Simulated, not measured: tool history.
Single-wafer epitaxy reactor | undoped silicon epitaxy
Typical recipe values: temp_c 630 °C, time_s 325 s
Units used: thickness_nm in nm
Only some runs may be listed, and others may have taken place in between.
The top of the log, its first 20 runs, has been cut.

run    hour  temp_c  time_s  read-back reference wafer on the same gauge, thickness_nm  thickness_nm
 21  1444.7     643     378                                                     40.505        65.042
 22  1544.7     618     325                                                     40.503        29.332
 23  1592.4     640     325                                                     40.531        51.816
 24  1684.6     624     269                                                      40.51        28.429
     1739.8  -- gauge calibrated
 25  1759.1     643     378                                                     40.496        65.113
 26  1861.1     615     280                                                     40.483        23.345
 27  1957.4     622     288                                                     40.486        28.911
 28  2006.2     630     325                                                     40.494        40.166
 29  2081.7     630     325                                                     40.512        40.188
 30  2149.8     640     370                                                     40.475        59.166
 31  2200.9     640     299                                                     40.514        48.122
 32  2304.5     620     265                                                     40.509        25.278
 33  2398.6     630     325                                                     40.513        40.438
 34  2445.3     625     372                                                     40.477        40.523
 35  2516.1     618     374                                                     40.523        33.862

Here are 4 independent what-if runs from the current tool condition. What would each one return?
  A  2516.6     630     295                                                          ?             ?
  B  2516.6     635     377                                                          ?             ?
  C  2516.6     635     384                                                          ?             ?
  D  2516.6     641     302                                                          ?             ?

run  read-back reference wafer on the same gauge, thickness_nm  thickness_nm
  A                                                     40.501        36.775
  B                                                     40.501        53.446
  C                                                     40.501        54.438
  D                                                     40.501        49.851
Take away the tool's hidden state, keep each run's random variation, and the runs would have read:
run  thickness_nm
  A        35.742
  B        51.964
  C        52.929
  D        48.489
